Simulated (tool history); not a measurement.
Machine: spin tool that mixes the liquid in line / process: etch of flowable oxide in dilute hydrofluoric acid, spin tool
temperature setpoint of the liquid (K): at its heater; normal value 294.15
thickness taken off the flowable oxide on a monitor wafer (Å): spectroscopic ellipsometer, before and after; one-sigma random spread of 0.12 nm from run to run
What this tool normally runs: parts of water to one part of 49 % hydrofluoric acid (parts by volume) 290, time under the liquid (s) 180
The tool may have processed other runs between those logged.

run,hour,temperature setpoint of the liquid (K),parts of water to one part of 49 % hydrofluoric acid (parts by volume),time under the liquid (s),wafers since the last listed run,hours since the thermometer was replaced,hours since the hydrofluoric acid flow meter was replaced,hours since the gauge calibration,"read-back film thickness of the flowable oxide reference wafer, read on the same gauge (nm)",thickness taken off the flowable oxide on a monitor wafer (Å)
1,0,294.15,290,180,0,2287.1,1343.4,441.2,120.06,229.4
2,31.9,294.15,290,180,174,2319,1375.3,473.1,120.01,229.4
3,51.7,294.15,290,180,108,2338.8,1395.1,492.9,119.98,227.6
4,86.3,294.15,290,180,189,2373.4,1429.7,527.5,119.98,231.8
5,111.3,294.15,290,180,136,2398.4,1454.7,552.5,119.98,234
6,126.1,291.65,290,180,80,2413.2,1469.5,567.3,120.04,209.7
7,161.6,294.15,290,180,194,2448.7,1505,602.8,119.97,231.1
8,174.5,294.15,290,180,70,2461.6,1517.9,615.7,119.94,233.1
# hour 180: hydrofluoric acid flow meter replaced
9,201,294.15,290,180,139,2488.1,21,642.2,120.01,204.5
# hour 230: thermometer replaced
10,233.7,294.15,260,180,173,3.7,53.7,674.9,120.03,235.9
# hour 244.4: gauge calibrated
11,264.4,294.15,260,180,167,34.4,84.4,20,120.04,235.7
12,291.6,299.15,180,275,148,61.6,111.6,47.2,119.96,678.3
13,308.7,294.15,290,180,93,78.7,128.7,64.3,120.02,207.3
14,321.2,294.15,290,180,68,91.2,141.2,76.8,120,208.3
15,344,294.15,290,180,124,114,164,99.6,119.98,207.3
16,412.7,292.15,210,270,375,182.7,232.7,168.3,120.04,431.1
17,439.8,292.65,180,110,148,209.8,259.8,195.4,120,216.5
18,471.3,294.15,165,180,172,241.3,291.3,226.9,120.01,411.4
19,507.3,299.15,395,115,196,277.3,327.3,262.9,120.04,106.6
20,520.3,296.15,360,180,71,290.3,340.3,275.9,120.01,170.7
21,551.1,292.15,380,180,168,321.1,371.1,306.7,119.95,138.6
22,573.2,291.65,400,180,120,343.2,393.2,328.8,119.97,129.4

Branching from run 22: 5 alternative next runs. What would each branch give?
A,573.7,294.15,290,180,2,343.7,393.7,329.3,?,?
B,573.7,294.15,290,80,2,343.7,393.7,329.3,?,?
C,573.7,296.15,290,180,2,343.7,393.7,329.3,?,?
D,573.7,292.15,330,150,2,343.7,393.7,329.3,?,?
E,573.7,294.15,155,250,2,343.7,393.7,329.3,?,?

run,"read-back film thickness of the flowable oxide reference wafer, read on the same gauge (nm)",thickness taken off the flowable oxide on a monitor wafer (Å)
A,120.01,210.8
B,120.01,93.7
C,120.01,226.5
D,120.01,138.6
E,120.01,622.8
Take away the tool's hidden state, keep each run's random variation, and the runs would have read:
run,thickness taken off the flowable oxide on a monitor wafer (Å)
A,199.8
B,88.8
C,214.6
D,131.3
E,592.9
